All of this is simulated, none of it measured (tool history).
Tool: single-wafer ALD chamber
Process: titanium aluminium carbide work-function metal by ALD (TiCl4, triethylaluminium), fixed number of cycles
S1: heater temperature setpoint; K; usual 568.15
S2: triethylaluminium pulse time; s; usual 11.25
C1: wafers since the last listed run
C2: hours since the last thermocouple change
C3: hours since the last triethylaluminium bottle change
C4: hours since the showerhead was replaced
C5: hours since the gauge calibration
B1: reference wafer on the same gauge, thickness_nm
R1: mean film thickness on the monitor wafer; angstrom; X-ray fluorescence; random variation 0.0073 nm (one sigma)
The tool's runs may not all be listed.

run   hour      S1     S2    C1      C2      C3      C4      C5     B1     R1
  1      0  568.15  11.25     0   944.9  1106.5  3415.1   541.2  1.928  17.61
  2   28.9  572.15  11.25   425   973.8  1135.4    3444   570.1  1.929  17.84
  3   50.8  568.15  11.25   322   995.7  1157.3  3465.9     592  1.928  17.54
  4   77.3  568.15  11.25   390  1022.2  1183.8  3492.4   618.5  1.929  17.72
  5    101  568.15  10.28   349  1045.9  1207.5  3516.1   642.2  1.929  17.51
  6  115.7  573.15   9.62   216  1060.6  1222.2  3530.8   656.9  1.931  17.66
  7    140  568.15  11.25   358  1084.9  1246.5  3555.1   681.2  1.927  17.69
  8  161.4  568.15  12.46   315  1106.3  1267.9  3576.5   702.6  1.932  17.63
     189.1  -- triethylaluminium bottle replaced
  9  189.6  568.15  12.46   297  1134.5     0.5  3604.7   730.8  1.933  17.72
 10  205.9  574.15  13.37   240  1150.8    16.8    3621   747.1  1.932  18.14
     225.5  -- thermocouple changed; heater temperature recalibrated
 11  227.7  559.15  10.19   203     2.2    38.6  3642.8   768.9  1.934  17.16
 12    249  571.15   9.76   313    23.5    59.9  3664.1   790.2  1.929  18.06
 13  273.4  571.15   9.76   359    47.9    84.3  3688.5   814.6   1.93     18
 14  288.4  568.15  11.25   221    62.9    99.3  3703.5   829.6  1.928  17.98
 15  309.2  572.15    7.1   306    83.7   120.1  3724.3   850.4   1.93  17.57
 16  385.6  583.15   8.16  1125   160.1   196.5  3800.7   926.8   1.93  18.34
 17  406.9  576.15  11.25   313   181.4   217.8    3822   948.1  1.929  18.35
 18  432.6  562.15   9.97   378   207.1   243.5  3847.7   973.8  1.928  17.22
 19  458.9  568.15  12.65   387   233.4   269.8    3874  1000.1  1.927  17.94
 20    488  568.15  11.25   428   262.5   298.9  3903.1  1029.2   1.93  17.68
 21  500.9  579.15  13.14   190   275.4   311.8    3916  1042.1  1.931  18.79
 22  527.6  568.15  12.65   393   302.1   338.5  3942.7  1068.8   1.93  17.89
 23  557.6  582.15   9.13   442   332.1   368.5  3972.7  1098.8  1.929  18.51
     571.5  -- showerhead replaced
 24  583.7  568.15  11.25   266   358.2   394.6    12.2  1124.9   1.93  17.69
     592.2  -- gauge calibrated
 25    608  576.15   9.83   358   382.5   418.9    36.5    15.8  1.927  18.13
 26  632.8  568.15   9.09   365   407.3   443.7    61.3    40.6  1.933  17.47
 27  648.6  573.15   6.98   232   423.1   459.5    77.1    56.4  1.927  17.41
 28  677.6  578.15   7.18   427   452.1   488.5   106.1    85.4   1.93  17.83
 29    698  573.15  13.87   300   472.5   508.9   126.5   105.8  1.926  18.31
 30  725.5  568.15  11.25   405     500   536.4     154   133.3  1.927  17.65
 31  738.3  568.15  11.25   188   512.8   549.2   166.8   146.1  1.933  17.67
 32  769.5  568.15   15.2   459     544   580.4     198   177.3   1.93  17.85
 33  782.7  568.15  11.25   194   557.2   593.6   211.2   190.5  1.929  17.69

4 ways to go on from here, each from the tool as it stands after run 33. What would each give?
  A  783.1  568.15  12.68   5  557.6  594  211.6  190.9   ?   ?
  B  783.1  575.15  12.86   5  557.6  594  211.6  190.9   ?   ?
  C  783.1  568.15    9.9   5  557.6  594  211.6  190.9   ?   ?
  D  783.1  578.15  10.05   5  557.6  594  211.6  190.9   ?   ?

run    B1     R1
  A  1.93  17.79
  B  1.93   18.3
  C  1.93  17.54
  D  1.93  18.25
Without the tool's hidden state the same runs would have given:
run     R1
  A  18.13
  B  18.64
  C  17.87
  D  18.59

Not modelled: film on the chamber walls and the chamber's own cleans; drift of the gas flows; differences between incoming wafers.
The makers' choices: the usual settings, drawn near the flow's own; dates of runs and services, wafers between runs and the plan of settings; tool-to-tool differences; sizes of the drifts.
